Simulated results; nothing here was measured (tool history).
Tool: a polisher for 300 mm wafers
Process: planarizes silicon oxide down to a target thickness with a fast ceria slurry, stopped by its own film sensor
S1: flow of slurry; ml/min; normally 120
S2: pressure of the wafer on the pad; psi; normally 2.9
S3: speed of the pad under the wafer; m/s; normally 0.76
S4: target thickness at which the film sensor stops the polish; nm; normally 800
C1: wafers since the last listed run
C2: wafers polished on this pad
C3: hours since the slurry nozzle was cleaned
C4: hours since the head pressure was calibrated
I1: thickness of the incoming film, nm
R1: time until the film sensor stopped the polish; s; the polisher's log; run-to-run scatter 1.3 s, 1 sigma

{"run": 1, "hour": 0.0, "S1": 120, "S2": 2.9, "S3": 0.76, "S4": 800, "C1": 0, "C2": 171, "C3": 323.6, "C4": 630.0, "I1": 2194.3, "R1": 136.1}
{"hour": 22.0, "done": "slurry nozzle cleaned"}
{"run": 2, "hour": 25.6, "S1": 120, "S2": 2.9, "S3": 0.76, "S4": 800, "C1": 203, "C2": 374, "C3": 3.6, "C4": 655.6, "I1": 2183.5, "R1": 128.2}
{"run": 3, "hour": 60.5, "S1": 120, "S2": 2.9, "S3": 0.76, "S4": 800, "C1": 288, "C2": 663, "C3": 38.5, "C4": 690.5, "I1": 2173.4, "R1": 131.6}
{"run": 4, "hour": 85.8, "S1": 120, "S2": 2.9, "S3": 0.76, "S4": 800, "C1": 209, "C2": 872, "C3": 63.8, "C4": 715.8, "I1": 2205.5, "R1": 135.0}
{"run": 5, "hour": 109.0, "S1": 120, "S2": 3.6, "S3": 0.68, "S4": 800, "C1": 191, "C2": 1064, "C3": 87.0, "C4": 739.0, "I1": 2194.6, "R1": 116.9}
{"run": 6, "hour": 130.5, "S1": 120, "S2": 3.6, "S3": 0.68, "S4": 800, "C1": 177, "C2": 1241, "C3": 108.5, "C4": 760.5, "I1": 2207.1, "R1": 117.7}
{"run": 7, "hour": 147.0, "S1": 120, "S2": 3.6, "S3": 0.68, "S4": 800, "C1": 136, "C2": 1378, "C3": 125.0, "C4": 777.0, "I1": 2182.5, "R1": 116.1}
{"hour": 157.0, "done": "worn pad replaced by a new one"}
{"run": 8, "hour": 175.1, "S1": 120, "S2": 2.9, "S3": 0.76, "S4": 800, "C1": 199, "C2": 149, "C3": 153.1, "C4": 805.1, "I1": 2209.3, "R1": 138.0}
{"run": 9, "hour": 193.0, "S1": 120, "S2": 2.9, "S3": 0.76, "S4": 800, "C1": 147, "C2": 297, "C3": 171.0, "C4": 823.0, "I1": 2194.8, "R1": 137.8}
{"run": 10, "hour": 223.0, "S1": 120, "S2": 2.9, "S3": 0.76, "S4": 800, "C1": 247, "C2": 545, "C3": 201.0, "C4": 853.0, "I1": 2165.4, "R1": 135.7}
{"run": 11, "hour": 239.9, "S1": 120, "S2": 2.9, "S3": 0.76, "S4": 800, "C1": 139, "C2": 684, "C3": 217.9, "C4": 869.9, "I1": 2184.2, "R1": 137.1}
{"run": 12, "hour": 262.6, "S1": 120, "S2": 2.9, "S3": 0.76, "S4": 800, "C1": 187, "C2": 872, "C3": 240.6, "C4": 892.6, "I1": 2163.8, "R1": 133.3}
{"run": 13, "hour": 297.7, "S1": 120, "S2": 2.9, "S3": 0.76, "S4": 800, "C1": 290, "C2": 1162, "C3": 275.7, "C4": 927.7, "I1": 2150.9, "R1": 134.9}
{"run": 14, "hour": 319.0, "S1": 120, "S2": 2.9, "S3": 0.76, "S4": 1075, "C1": 176, "C2": 1338, "C3": 297.0, "C4": 949.0, "I1": 2168.9, "R1": 110.0}
{"hour": 322.6, "done": "slurry nozzle cleaned"}
{"hour": 351.6, "done": "worn pad replaced by a new one"}
{"run": 15, "hour": 353.2, "S1": 120, "S2": 2.9, "S3": 0.76, "S4": 1075, "C1": 241, "C2": 12, "C3": 30.6, "C4": 983.2, "I1": 2197.3, "R1": 120.9}
{"run": 16, "hour": 443.0, "S1": 120, "S2": 2.9, "S3": 0.76, "S4": 1075, "C1": 742, "C2": 755, "C3": 120.4, "C4": 1073.0, "I1": 2177.5, "R1": 129.8}
{"run": 17, "hour": 456.4, "S1": 120, "S2": 2.9, "S3": 0.76, "S4": 800, "C1": 110, "C2": 865, "C3": 133.8, "C4": 1086.4, "I1": 2196.4, "R1": 162.5}
{"run": 18, "hour": 470.3, "S1": 120, "S2": 2.4, "S3": 0.76, "S4": 1168, "C1": 114, "C2": 980, "C3": 147.7, "C4": 1100.3, "I1": 2171.8, "R1": 142.9}
{"hour": 477.4, "done": "slurry nozzle cleaned, repeated, since the last time left the tool worse"}
{"run": 19, "hour": 490.0, "S1": 90, "S2": 3.4, "S3": 0.84, "S4": 800, "C1": 154, "C2": 1135, "C3": 12.6, "C4": 1120.0, "I1": 2221.3, "R1": 115.4}
{"run": 20, "hour": 503.2, "S1": 150, "S2": 2.0, "S3": 0.96, "S4": 800, "C1": 109, "C2": 1244, "C3": 25.8, "C4": 1133.2, "I1": 2188.0, "R1": 154.8}
{"run": 21, "hour": 537.5, "S1": 95, "S2": 2.9, "S3": 0.76, "S4": 800, "C1": 283, "C2": 1528, "C3": 60.1, "C4": 1167.5, "I1": 2189.1, "R1": 142.0}
{"hour": 541.6, "done": "worn pad replaced by a new one"}
{"hour": 557.6, "done": "head pressure recalibrated"}
{"run": 22, "hour": 567.0, "S1": 120, "S2": 2.9, "S3": 0.76, "S4": 800, "C1": 194, "C2": 193, "C3": 89.6, "C4": 9.4, "I1": 2189.5, "R1": 135.8}
{"run": 23, "hour": 670.7, "S1": 130, "S2": 2.3, "S3": 0.76, "S4": 800, "C1": 857, "C2": 1050, "C3": 193.3, "C4": 113.1, "I1": 2180.9, "R1": 172.0}
{"hour": 715.2, "done": "worn pad replaced by a new one"}
{"run": 24, "hour": 765.1, "S1": 120, "S2": 2.4, "S3": 0.76, "S4": 800, "C1": 747, "C2": 412, "C3": 287.7, "C4": 207.5, "I1": 2195.8, "R1": 167.1}
{"run": 25, "hour": 785.9, "S1": 120, "S2": 2.9, "S3": 0.76, "S4": 800, "C1": 171, "C2": 584, "C3": 308.5, "C4": 228.3, "I1": 2177.1, "R1": 138.3}
{"run": 26, "hour": 819.2, "S1": 120, "S2": 2.9, "S3": 1.02, "S4": 1055, "C1": 275, "C2": 859, "C3": 341.8, "C4": 261.6, "I1": 2153.1, "R1": 86.2}
{"hour": 827.2, "done": "slurry nozzle cleaned"}
{"run": 27, "hour": 838.0, "S1": 120, "S2": 2.4, "S3": 0.92, "S4": 800, "C1": 147, "C2": 1006, "C3": 10.8, "C4": 280.4, "I1": 2231.8, "R1": 140.2}
{"run": 28, "hour": 851.8, "S1": 120, "S2": 2.9, "S3": 0.76, "S4": 800, "C1": 114, "C2": 1120, "C3": 24.6, "C4": 294.2, "I1": 2194.5, "R1": 133.2}
{"run": 29, "hour": 865.9, "S1": 120, "S2": 2.9, "S3": 0.76, "S4": 800, "C1": 116, "C2": 1237, "C3": 38.7, "C4": 308.3, "I1": 2188.2, "R1": 132.7}
{"run": 30, "hour": 889.1, "S1": 120, "S2": 3.5, "S3": 0.76, "S4": 800, "C1": 191, "C2": 1429, "C3": 61.9, "C4": 331.5, "I1": 2211.9, "R1": 110.2}
{"run": 31, "hour": 918.1, "S1": 120, "S2": 2.9, "S3": 0.76, "S4": 800, "C1": 239, "C2": 1668, "C3": 90.9, "C4": 360.5, "I1": 2218.4, "R1": 136.9}
{"hour": 927.3, "done": "worn pad replaced by a new one"}
{"run": 32, "hour": 933.4, "S1": 120, "S2": 2.1, "S3": 0.64, "S4": 1083, "C1": 93, "C2": 50, "C3": 106.2, "C4": 375.8, "I1": 2171.2, "R1": 165.9}
{"run": 33, "hour": 946.5, "S1": 120, "S2": 2.9, "S3": 0.66, "S4": 800, "C1": 108, "C2": 158, "C3": 119.3, "C4": 388.9, "I1": 2204.5, "R1": 149.3}
{"run": 34, "hour": 964.8, "S1": 120, "S2": 2.9, "S3": 0.76, "S4": 800, "C1": 151, "C2": 310, "C3": 137.6, "C4": 407.2, "I1": 2238.3, "R1": 140.5}
{"run": 35, "hour": 990.0, "S1": 120, "S2": 2.9, "S3": 0.7, "S4": 800, "C1": 208, "C2": 518, "C3": 162.8, "C4": 432.4, "I1": 2169.3, "R1": 142.6}
{"run": 36, "hour": 1005.2, "S1": 120, "S2": 2.9, "S3": 0.76, "S4": 800, "C1": 125, "C2": 644, "C3": 178.0, "C4": 447.6, "I1": 2151.2, "R1": 131.9}

Run by run, hidden condition taken away, random variation retained:
Unlogged tool condition in this case: removal rate lost through wear of the pad, %; slurry flow missing at the pad, %; deviation of the head's pressure from its setpoint, %.
run=1 R1=127.2
run=2 R1=127.4
run=3 R1=129.0
run=4 R1=131.1
run=5 R1=112.7
run=6 R1=112.9
run=7 R1=110.9
run=8 R1=131.1
run=9 R1=130.6
run=10 R1=128.1
run=11 R1=129.2
run=12 R1=125.4
run=13 R1=126.5
run=14 R1=103.0
run=15 R1=104.0
run=16 R1=104.1
run=17 R1=129.4
run=18 R1=112.9
run=19 R1=113.1
run=20 R1=152.1
run=21 R1=136.0
run=22 R1=129.9
run=23 R1=161.9
run=24 R1=155.2
run=25 R1=128.3
run=26 R1=79.9
run=27 R1=138.8
run=28 R1=131.1
run=29 R1=129.9
run=30 R1=106.9
run=31 R1=131.7
run=32 R1=159.0
run=33 R1=142.7
run=34 R1=133.8
run=35 R1=135.1
run=36 R1=124.7
